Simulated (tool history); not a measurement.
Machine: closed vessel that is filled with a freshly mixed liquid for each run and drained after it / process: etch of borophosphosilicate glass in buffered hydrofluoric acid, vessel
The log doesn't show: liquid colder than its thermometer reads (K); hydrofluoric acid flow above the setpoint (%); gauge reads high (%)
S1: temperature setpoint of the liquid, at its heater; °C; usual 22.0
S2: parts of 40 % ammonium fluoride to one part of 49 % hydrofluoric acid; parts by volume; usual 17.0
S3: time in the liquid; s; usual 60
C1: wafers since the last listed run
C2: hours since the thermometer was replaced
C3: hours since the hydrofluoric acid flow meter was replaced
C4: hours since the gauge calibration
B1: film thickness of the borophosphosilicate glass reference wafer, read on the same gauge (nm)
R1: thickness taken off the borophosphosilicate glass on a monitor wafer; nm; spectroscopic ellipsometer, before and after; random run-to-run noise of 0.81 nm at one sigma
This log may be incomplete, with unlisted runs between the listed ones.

Run 1, hour 0.0: usual settings but S2 20.0 parts by volume; C1 0; C2 63.3; C3 325.0; C4 170.8; B1 60.00. Result: R1 81.47 nm.
Run 2, hour 32.9: usual settings but S2 20.0 parts by volume; C1 4443; C2 96.2; C3 357.9; C4 203.7; B1 60.00. Result: R1 80.83 nm.
Run 3, hour 62.0: usual settings but S2 20.0 parts by volume; C1 3930; C2 125.3; C3 387.0; C4 232.8; B1 60.01. Result: R1 80.32 nm.
Run 4, hour 96.6: usual settings but S3 75 s; C1 4673; C2 159.9; C3 421.6; C4 267.4; B1 60.00. Result: R1 119.77 nm.
Run 5, hour 131.1: usual settings but S3 75 s; C1 4659; C2 194.4; C3 456.1; C4 301.9; B1 60.00. Result: R1 118.38 nm.
Run 6, hour 165.9: usual settings but S3 75 s; C1 4700; C2 229.2; C3 490.9; C4 336.7; B1 60.01. Result: R1 116.98 nm.
Run 7, hour 180.0: usual settings; C1 1904; C2 243.3; C3 505.0; C4 350.8; B1 60.02. Result: R1 95.09 nm.
Run 8, hour 199.5: usual settings; C1 2633; C2 262.8; C3 524.5; C4 370.3; B1 59.98. Result: R1 93.65 nm.
Run 9, hour 227.3: usual settings; C1 3754; C2 290.6; C3 552.3; C4 398.1; B1 60.02. Result: R1 92.80 nm.
Run 10, hour 261.6: usual settings; C1 4632; C2 324.9; C3 586.6; C4 432.4; B1 60.02. Result: R1 93.68 nm.
Run 11, hour 276.4: usual settings; C1 1999; C2 339.7; C3 601.4; C4 447.2; B1 59.97. Result: R1 93.77 nm.
Run 12, hour 304.8: usual settings; C1 3835; C2 368.1; C3 629.8; C4 475.6; B1 60.01. Result: R1 92.19 nm.
At hour 306.1: gauge calibrated.
Run 13, hour 326.1: usual settings; C1 2876; C2 389.4; C3 651.1; C4 20.0; B1 60.00. Result: R1 92.28 nm.
Run 14, hour 352.3: usual settings; C1 3538; C2 415.6; C3 677.3; C4 46.2; B1 60.00. Result: R1 93.14 nm.
Run 15, hour 369.1: usual settings; C1 2269; C2 432.4; C3 694.1; C4 63.0; B1 59.98. Result: R1 94.33 nm.
Run 16, hour 383.7: usual settings but S1 20.0 °C, S2 20.5 parts by volume, S3 30 s; C1 1972; C2 447.0; C3 708.7; C4 77.6; B1 60.01. Result: R1 34.23 nm.
At hour 386.0: thermometer replaced.
Run 17, hour 397.1: usual settings but S1 20.5 °C, S2 23.5 parts by volume, S3 75 s; C1 1674; C2 11.1; C3 722.1; C4 91.0; B1 60.02. Result: R1 84.33 nm.
Run 18, hour 417.2: usual settings but S3 75 s; C1 2714; C2 31.2; C3 742.2; C4 111.1; B1 60.00. Result: R1 120.68 nm.
Run 19, hour 450.0: usual settings but S2 10.5 parts by volume, S3 40 s; C1 4430; C2 64.0; C3 775.0; C4 143.9; B1 60.00. Result: R1 105.10 nm.
Run 20, hour 465.2: usual settings; C1 2053; C2 79.2; C3 790.2; C4 159.1; B1 59.99. Result: R1 97.01 nm.
Run 21, hour 488.8: usual settings but S1 20.0 °C; C1 3187; C2 102.8; C3 813.8; C4 182.7; B1 60.01. Result: R1 86.54 nm.
At hour 497.8: hydrofluoric acid flow meter replaced.
Run 22, hour 516.1: usual settings but S1 24.0 °C, S2 20.5 parts by volume; C1 3552; C2 130.1; C3 18.3; C4 210.0; B1 60.01. Result: R1 90.02 nm.
Run 23, hour 551.7: usual settings but S2 15.0 parts by volume; C1 4808; C2 165.7; C3 53.9; C4 245.6; B1 60.02. Result: R1 109.26 nm.
Run 24, hour 565.8: usual settings; C1 1904; C2 179.8; C3 68.0; C4 259.7; B1 60.01. Result: R1 93.10 nm.
Run 25, hour 599.8: usual settings but S1 17.5 °C, S2 19.0 parts by volume, S3 70 s; C1 4592; C2 213.8; C3 102.0; C4 293.7; B1 60.01. Result: R1 76.98 nm.
Run 26, hour 648.4: usual settings; C1 6564; C2 262.4; C3 150.6; C4 342.3; B1 59.99. Result: R1 93.47 nm.
Run 27, hour 676.7: usual settings but S1 17.5 °C, S3 45 s; C1 3822; C2 290.7; C3 178.9; C4 370.6; B1 59.99. Result: R1 54.51 nm.
Run 28, hour 692.8: usual settings but S1 20.0 °C, S2 22.0 parts by volume, S3 70 s; C1 2174; C2 306.8; C3 195.0; C4 386.7; B1 59.99. Result: R1 78.93 nm.
Run 29, hour 715.6: usual settings but S1 26.0 °C, S2 19.5 parts by volume, S3 45 s; C1 3079; C2 329.6; C3 217.8; C4 409.5; B1 60.00. Result: R1 76.50 nm.

Give the tool's hidden conditions for every run:
hydrofluoric acid flow above the setpoint (%): 0 across all the runs
gauge reads high (%): 0 across all the runs
H1: liquid colder than its thermometer reads (K)
run      H1
  1   0.257
  2   0.315
  3   0.367
  4   0.428
  5    0.49
  6   0.552
  7   0.577
  8   0.611
  9   0.661
 10   0.722
 11   0.748
 12   0.798
 13   0.836
 14   0.883
 15   0.913
 16   0.938
 17  0.0883
 18   0.124
 19   0.182
 20   0.209
 21   0.251
 22     0.3
 23   0.363
 24   0.388
 25   0.448
 26   0.535
 27   0.585
 28   0.614
 29   0.654
